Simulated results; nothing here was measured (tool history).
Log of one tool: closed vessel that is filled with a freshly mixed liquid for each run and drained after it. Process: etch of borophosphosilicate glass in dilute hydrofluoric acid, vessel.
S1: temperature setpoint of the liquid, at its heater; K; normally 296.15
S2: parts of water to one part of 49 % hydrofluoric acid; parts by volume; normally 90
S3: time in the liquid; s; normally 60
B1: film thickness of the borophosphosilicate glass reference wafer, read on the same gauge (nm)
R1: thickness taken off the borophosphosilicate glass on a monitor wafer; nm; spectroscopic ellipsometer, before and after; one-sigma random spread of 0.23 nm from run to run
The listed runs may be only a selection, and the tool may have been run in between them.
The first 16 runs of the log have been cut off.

run,day,S1,S2,S3,B1,R1
17,30.558,293.65,50,30,130.01,31.57
18,32.462,300.15,90,90,129.99,64.72
19,34.012,296.15,90,60,130.03,36.99
20,35.683,296.15,90,60,130.02,37.16
# day 37.329: hydrofluoric acid flow meter replaced
21,38.183,293.65,75,85,129.99,53.56
22,40.667,301.15,90,80,130.01,56.11
23,42.275,292.65,90,50,129.99,25.43
24,43.846,296.15,125,60,129.97,24.09
25,45.646,291.15,65,60,129.99,40.97
26,48.2,293.65,65,85,129.99,64.18
27,50.112,294.65,65,80,130.01,63.54

What does the tool deliver on the next run?
28,52.025,296.15,130,95,?,?

Run 28 yielded B1 129.99, R1 37.7 nm.
With the hidden condition absent and the run-to-run variation left alone, this run would have shown R1 36.45 nm.
